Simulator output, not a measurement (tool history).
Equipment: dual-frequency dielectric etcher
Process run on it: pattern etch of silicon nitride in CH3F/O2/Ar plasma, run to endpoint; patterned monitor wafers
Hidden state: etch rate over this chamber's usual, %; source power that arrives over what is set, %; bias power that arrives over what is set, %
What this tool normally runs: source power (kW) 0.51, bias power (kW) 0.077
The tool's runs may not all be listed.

| run | hour | source power (kW) | bias power (kW) | wafers since the last listed run | hours since the last wet clean | hours since the last source power generator calibration | hours since the last bias power generator calibration | hours since the last upper electrode change | incoming incoming film thickness, nm | endpoint time (s) |
|---|---|---|---|---|---|---|---|---|---|---|
| 1 | 0 | 0.51 | 0.077 | 0 | 405.1 | 4829 | 3813.1 | 4417.2 | 20.6 | 25.9 |
| 2 | 49.8 | 0.51 | 0.077 | 414 | 454.9 | 4878.8 | 3862.9 | 4467 | 20.48 | 25.8 |
| 3 | 64.5 | 0.51 | 0.077 | 122 | 469.6 | 4893.5 | 3877.6 | 4481.7 | 20.54 | 25.9 |
| 4 | 78.4 | 0.51 | 0.077 | 115 | 483.5 | 4907.4 | 3891.5 | 4495.6 | 20.28 | 25.8 |
| 5 | 91.7 | 0.51 | 0.077 | 110 | 496.8 | 4920.7 | 3904.8 | 4508.9 | 20.42 | 25.6 |
| 6 | 100.8 | 0.51 | 0.077 | 75 | 505.9 | 4929.8 | 3913.9 | 4518 | 20.38 | 25.8 |
|  | 128.8 | upper electrode replaced |
| 7 | 129.3 | 0.51 | 0.077 | 37 | 534.4 | 4958.3 | 3942.4 | 0.5 | 20.48 | 25.7 |
| 8 | 129.6 | 0.51 | 0.077 | 2 | 534.7 | 4958.6 | 3942.7 | 0.8 | 20.49 | 25.6 |
| 9 | 143.8 | 0.51 | 0.067 | 118 | 548.9 | 4972.8 | 3956.9 | 15 | 20.46 | 28 |
| 10 | 150.6 | 0.51 | 0.067 | 56 | 555.7 | 4979.6 | 3963.7 | 21.8 | 20.58 | 28.2 |
| 11 | 160.8 | 0.47 | 0.084 | 84 | 565.9 | 4989.8 | 3973.9 | 32 | 20.38 | 25.3 |
| 12 | 178.5 | 0.43 | 0.061 | 147 | 583.6 | 5007.5 | 3991.6 | 49.7 | 20.5 | 31.3 |
| 13 | 195.4 | 0.57 | 0.065 | 140 | 600.5 | 5024.4 | 4008.5 | 66.6 | 20.74 | 27.7 |
|  | 202.2 | bias power generator calibrated |
|  | 228.2 | wet clean of the chamber |
| 14 | 228.7 | 0.51 | 0.077 | 44 | 0.5 | 5057.7 | 26.5 | 99.9 | 20.45 | 25.8 |
| 15 | 229 | 0.51 | 0.077 | 2 | 0.8 | 5058 | 26.8 | 100.2 | 20.53 | 25.9 |
|  | 235.6 | source power generator calibrated |
| 16 | 239.8 | 0.46 | 0.088 | 56 | 11.6 | 4.2 | 37.6 | 111 | 20.75 | 25.1 |
| 17 | 247.8 | 0.51 | 0.077 | 66 | 19.6 | 12.2 | 45.6 | 119 | 20.59 | 25.9 |
| 18 | 260.5 | 0.51 | 0.077 | 105 | 32.3 | 24.9 | 58.3 | 131.7 | 20.49 | 25.7 |
| 19 | 274.5 | 0.44 | 0.092 | 116 | 46.3 | 38.9 | 72.3 | 145.7 | 20.6 | 24.9 |
| 20 | 285.3 | 0.58 | 0.071 | 89 | 57.1 | 49.7 | 83.1 | 156.5 | 20.47 | 25.7 |
| 21 | 297 | 0.63 | 0.077 | 97 | 68.8 | 61.4 | 94.8 | 168.2 | 20.54 | 24.1 |

4 options for the next run, each taken on its own from the tool as it stands now. Forecast them:
| A | 297.4 | 0.51 | 0.088 | 3 | 69.2 | 61.8 | 95.2 | 168.6 | 20.55 | ? |
| B | 297.4 | 0.59 | 0.077 | 3 | 69.2 | 61.8 | 95.2 | 168.6 | 20.55 | ? |
| C | 297.4 | 0.56 | 0.077 | 3 | 69.2 | 61.8 | 95.2 | 168.6 | 20.55 | ? |
| D | 297.4 | 0.47 | 0.077 | 3 | 69.2 | 61.8 | 95.2 | 168.6 | 20.55 | ? |

| run | endpoint time (s) |
|---|---|
| A | 24.2 |
| B | 24.7 |
| C | 25.2 |
| D | 26.8 |
Had the tool no hidden state, the same runs would have come out as:
| run | endpoint time (s) |
|---|---|
| A | 24.2 |
| B | 24.7 |
| C | 25.2 |
| D | 26.8 |
